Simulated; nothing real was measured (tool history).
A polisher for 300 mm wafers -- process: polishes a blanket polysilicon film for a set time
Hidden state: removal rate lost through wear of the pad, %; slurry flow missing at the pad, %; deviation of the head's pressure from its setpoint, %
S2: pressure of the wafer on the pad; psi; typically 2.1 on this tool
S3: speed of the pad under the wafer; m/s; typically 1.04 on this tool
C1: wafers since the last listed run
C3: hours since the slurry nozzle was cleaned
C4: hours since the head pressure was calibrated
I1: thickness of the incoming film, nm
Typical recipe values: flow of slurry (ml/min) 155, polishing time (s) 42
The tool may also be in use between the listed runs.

Run 1, hour 0.0: usual settings but polishing time (s) 32; C1 0; wafers polished on this pad 2714; C3 496.8; C4 285.7; I1 1830.2. Result: film removed (angstrom) 1678.
Run 2, hour 50.0: usual settings but polishing time (s) 32; C1 581; wafers polished on this pad 3296; C3 546.8; C4 335.7; I1 1831.5. Result: film removed (angstrom) 1675.
At hour 88.0: slurry nozzle cleaned.
Run 3, hour 140.6: usual settings but polishing time (s) 32; C1 1042; wafers polished on this pad 4338; C3 52.6; C4 426.3; I1 1845.2. Result: film removed (angstrom) 1709.
Run 4, hour 205.4: usual settings; C1 754; wafers polished on this pad 5093; C3 117.4; C4 491.1; I1 1798.6. Result: film removed (angstrom) 2252.
Run 5, hour 279.1: usual settings; C1 857; wafers polished on this pad 5950; C3 191.1; C4 564.8; I1 1814.3. Result: film removed (angstrom) 2233.
At hour 318.2: head pressure recalibrated.
Run 6, hour 357.0: usual settings; C1 883; wafers polished on this pad 6833; C3 269.0; C4 38.8; I1 1833.7. Result: film removed (angstrom) 2213.
At hour 401.1: worn pad replaced by a new one.
Run 7, hour 401.6: usual settings; C1 472; wafers polished on this pad 5; C3 313.6; C4 83.4; I1 1838.2. Result: film removed (angstrom) 2207.
Run 8, hour 457.1: usual settings; C1 645; wafers polished on this pad 651; C3 369.1; C4 138.9; I1 1838.4. Result: film removed (angstrom) 2232.
Run 9, hour 509.9: usual settings but flow of slurry (ml/min) 125; C1 614; wafers polished on this pad 1266; C3 421.9; C4 191.7; I1 1850.9. Result: film removed (angstrom) 2113.
Run 10, hour 579.4: usual settings but flow of slurry (ml/min) 170; C1 808; wafers polished on this pad 2074; C3 491.4; C4 261.2; I1 1835.0. Result: film removed (angstrom) 2240.
At hour 609.0: slurry nozzle cleaned.
Run 11, hour 675.1: usual settings but flow of slurry (ml/min) 170; C1 1102; wafers polished on this pad 3176; C3 66.1; C4 356.9; I1 1804.7. Result: film removed (angstrom) 2126.
Run 12, hour 739.5: usual settings but flow of slurry (ml/min) 170; C1 749; wafers polished on this pad 3926; C3 130.5; C4 421.3; I1 1813.6. Result: film removed (angstrom) 2107.
Run 13, hour 848.3: usual settings but flow of slurry (ml/min) 190; C1 1266; wafers polished on this pad 5192; C3 239.3; C4 530.1; I1 1825.7. Result: film removed (angstrom) 2174.
At hour 854.7: head pressure recalibrated.
Run 14, hour 947.7: usual settings but flow of slurry (ml/min) 190; C1 1133; wafers polished on this pad 6325; C3 338.7; C4 93.0; I1 1828.2. Result: film removed (angstrom) 2149.
At hour 966.5: worn pad replaced by a new one.
Run 15, hour 995.2: usual settings but S3 1.14 m/s; C1 506; wafers polished on this pad 334; C3 386.2; C4 140.5; I1 1846.8. Result: film removed (angstrom) 2238.
Run 16, hour 1099.1: usual settings but S2 1.6 psi; C1 1209; wafers polished on this pad 1543; C3 490.1; C4 244.4; I1 1811.4. Result: film removed (angstrom) 1523.
Run 17, hour 1156.6: usual settings but S2 1.6 psi; C1 669; wafers polished on this pad 2212; C3 547.6; C4 301.9; I1 1809.9. Result: film removed (angstrom) 1470.
Run 18, hour 1201.4: usual settings; C1 521; wafers polished on this pad 2733; C3 592.4; C4 346.7; I1 1815.0. Result: film removed (angstrom) 1903.
Run 19, hour 1269.3: usual settings but flow of slurry (ml/min) 140, S3 0.94 m/s; C1 790; wafers polished on this pad 3524; C3 660.3; C4 414.6; I1 1808.8. Result: film removed (angstrom) 1610.
At hour 1303.7: slurry nozzle cleaned, repeated, since the last time left the tool worse.
At hour 1394.8: head pressure recalibrated.
At hour 1562.5: worn pad replaced by a new one.
Run 20, hour 1565.6: usual settings but S2 1.9 psi, polishing time (s) 47; C1 3366; wafers polished on this pad 36; C3 261.9; C4 170.8; I1 1871.9. Result: film removed (angstrom) 2256.
Run 21, hour 1619.3: usual settings but polishing time (s) 32; C1 624; wafers polished on this pad 661; C3 315.6; C4 224.5; I1 1829.5. Result: film removed (angstrom) 1710.
Run 22, hour 1693.9: usual settings but S3 1.20 m/s; C1 868; wafers polished on this pad 1529; C3 390.2; C4 299.1; I1 1837.8. Result: film removed (angstrom) 2541.
Run 23, hour 1799.5: usual settings but S2 2.4 psi, S3 1.24 m/s; C1 1228; wafers polished on this pad 2758; C3 495.8; C4 404.7; I1 1818.0. Result: film removed (angstrom) 2978.
Run 24, hour 1852.7: usual settings but flow of slurry (ml/min) 135, S3 0.90 m/s, polishing time (s) 54; C1 619; wafers polished on this pad 3377; C3 549.0; C4 457.9; I1 1812.8. Result: film removed (angstrom) 2342.
At hour 1866.4: slurry nozzle cleaned.
Run 25, hour 1913.0: usual settings; C1 690; wafers polished on this pad 4067; C3 46.6; C4 518.2; I1 1857.5. Result: film removed (angstrom) 2214.
Run 26, hour 1987.3: usual settings but polishing time (s) 33; C1 864; wafers polished on this pad 4932; C3 120.9; C4 592.5; I1 1845.1. Result: film removed (angstrom) 1767.
At hour 2019.8: head pressure recalibrated.
Run 27, hour 2093.2: usual settings but flow of slurry (ml/min) 185, S2 2.4 psi, polishing time (s) 53; C1 1209; wafers polished on this pad 6141; C3 226.8; C4 73.4; I1 1810.1. Result: film removed (angstrom) 3318.
At hour 2111.5: worn pad replaced by a new one.
Run 28, hour 2182.7: usual settings but S2 1.8 psi; C1 994; wafers polished on this pad 828; C3 316.3; C4 162.9; I1 1822.4. Result: film removed (angstrom) 1909.
Run 29, hour 2242.3: usual settings but flow of slurry (ml/min) 185, S2 2.4 psi, polishing time (s) 53; C1 693; wafers polished on this pad 1522; C3 375.9; C4 222.5; I1 1853.4. Result: film removed (angstrom) 3309.
Run 30, hour 2325.0: usual settings; C1 962; wafers polished on this pad 2484; C3 458.6; C4 305.2; I1 1818.4. Result: film removed (angstrom) 2166.
At hour 2528.8: slurry nozzle cleaned.
Run 31, hour 2617.0: usual settings but S3 1.14 m/s; C1 3386; wafers polished on this pad 5870; C3 88.2; C4 597.2; I1 1816.3. Result: film removed (angstrom) 2475.
At hour 2635.6: worn pad replaced by a new one.
At hour 2644.4: head pressure recalibrated.
Run 32, hour 2702.9: usual settings but polishing time (s) 51; C1 929; wafers polished on this pad 759; C3 174.1; C4 58.5; I1 1832.9. Result: film removed (angstrom) 2690.
Run 33, hour 2798.9: usual settings but S2 1.9 psi, S3 1.14 m/s; C1 1117; wafers polished on this pad 1876; C3 270.1; C4 154.5; I1 1839.0. Result: film removed (angstrom) 2195.
Run 34, hour 2894.1: usual settings but polishing time (s) 57; C1 1107; wafers polished on this pad 2984; C3 365.3; C4 249.7; I1 1863.8. Result: film removed (angstrom) 2987.
Run 35, hour 2942.1: usual settings but flow of slurry (ml/min) 185, S3 0.94 m/s, polishing time (s) 53; C1 558; wafers polished on this pad 3543; C3 413.3; C4 297.7; I1 1802.1. Result: film removed (angstrom) 2602.
Run 36, hour 2981.1: usual settings but flow of slurry (ml/min) 210, polishing time (s) 38; C1 453; wafers polished on this pad 3997; C3 452.3; C4 336.7; I1 1813.5. Result: film removed (angstrom) 2092.

Results for each run, recomputed without the tool's hidden state and with each run's random variation untouched:
run  film removed (angstrom)
  1                     1722
  2                     1729
  3                     1713
  4                     2259
  5                     2245
  6                     2231
  7                     2231
  8                     2265
  9                     2163
 10                     2294
 11                     2289
 12                     2274
 13                     2342
 14                     2338
 15                     2501
 16                     1741
 17                     1708
 18                     2247
 19                     2000
 20                     2279
 21                     1732
 22                     2588
 23                     3065
 24                     2440
 25                     2217
 26                     1772
 27                     3335
 28                     1929
 29                     3351
 30                     2214
 31                     2488
 32                     2710
 33                     2221
 34                     3040
 35                     2650
 36                     2131
